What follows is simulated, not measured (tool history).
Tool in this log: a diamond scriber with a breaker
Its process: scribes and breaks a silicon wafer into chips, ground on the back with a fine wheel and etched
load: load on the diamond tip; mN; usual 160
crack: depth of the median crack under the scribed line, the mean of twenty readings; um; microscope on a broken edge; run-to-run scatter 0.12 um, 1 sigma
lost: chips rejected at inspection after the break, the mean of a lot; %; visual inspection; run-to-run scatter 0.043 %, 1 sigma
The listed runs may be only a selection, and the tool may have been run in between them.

| run | hour | load | wafers since the last listed run | hours since the diamond tip was replaced | hours since the load on the tip was calibrated | incoming depth of the damage left on the back of the incoming wafer, um | crack | lost |
|---|---|---|---|---|---|---|---|---|
| 1 | 0 | 160 | 0 | 613.8 | 1869.9 | 0.67 | 7.57 | 7.07 |
| 2 | 13.3 | 160 | 72 | 627.1 | 1883.2 | 0.41 | 7.41 | 7.04 |
| 3 | 22.8 | 160 | 51 | 636.6 | 1892.7 | 0.62 | 7.28 | 7.88 |
| 4 | 31.6 | 160 | 47 | 645.4 | 1901.5 | 0.64 | 7.29 | 8.52 |
| 5 | 42.5 | 160 | 59 | 656.3 | 1912.4 | 0.54 | 7.32 | 9.63 |
| 6 | 74.7 | 160 | 174 | 688.5 | 1944.6 | 0.66 | 7.07 | 10.2 |
| 7 | 111.9 | 172 | 201 | 725.7 | 1981.8 | 0.54 | 7.45 | 7.87 |
| 8 | 125.4 | 138 | 73 | 739.2 | 1995.3 | 0.68 | 6.17 | 31.91 |
|  | 129.9 | diamond tip replaced by a new one |
| 9 | 139.7 | 138 | 66 | 9.8 | 2009.6 | 0.51 | 7.47 | 5.86 |
| 10 | 154 | 138 | 77 | 24.1 | 2023.9 | 0.66 | 7.63 | 5.66 |
| 11 | 167.9 | 160 | 75 | 38 | 2037.8 | 0.63 | 8.45 | 0.78 |
| 12 | 179.6 | 160 | 63 | 49.7 | 2049.5 | 0.53 | 8.72 | 0.82 |
| 13 | 191.6 | 160 | 65 | 61.7 | 2061.5 | 0.67 | 8.61 | 0.77 |
| 14 | 201.3 | 115 | 52 | 71.4 | 2071.2 | 0.63 | 6.59 | 21.36 |
| 15 | 214.9 | 139 | 73 | 85 | 2084.8 | 0.68 | 7.52 | 5.83 |
|  | 221.2 | load on the tip recalibrated |
| 16 | 231.7 | 160 | 80 | 101.8 | 10.5 | 0.51 | 8.43 | 0.85 |
| 17 | 259.9 | 178 | 152 | 130 | 38.7 | 0.32 | 9.09 | 1.89 |
| 18 | 273.5 | 140 | 73 | 143.6 | 52.3 | 0.33 | 7.55 | 5.41 |
| 19 | 290.6 | 125 | 92 | 160.7 | 69.4 | 0.43 | 6.84 | 14.49 |
| 20 | 300.1 | 175 | 51 | 170.2 | 78.9 | 0.33 | 9.2 | 1.46 |
| 21 | 310.8 | 187 | 58 | 180.9 | 89.6 | 0.57 | 9.74 | 3.43 |
| 22 | 328.7 | 147 | 97 | 198.8 | 107.5 | 0.7 | 7.81 | 3.35 |
| 23 | 338.9 | 138 | 55 | 209 | 117.7 | 0.63 | 7.47 | 7.27 |
| 24 | 358.4 | 160 | 105 | 228.5 | 137.2 | 0.33 | 8.38 | 0.94 |

Predict each of these 3 candidate next runs independently; none follows another, all start after run 24:
| A | 358.9 | 160 | 2 | 229 | 137.7 | 0.45 | ? | ? |
| B | 358.9 | 146 | 2 | 229 | 137.7 | 0.45 | ? | ? |
| C | 358.9 | 129 | 2 | 229 | 137.7 | 0.45 | ? | ? |

| run | crack | lost |
|---|---|---|
| A | 8.51 | 0.91 |
| B | 7.89 | 3.52 |
| C | 7.1 | 11.53 |
With the hidden condition removed and each run's random variation left untouched, the same runs would have given:
| run | crack | lost |
|---|---|---|
| A | 8.77 | 0.68 |
| B | 8.13 | 2.15 |
| C | 7.32 | 8.79 |
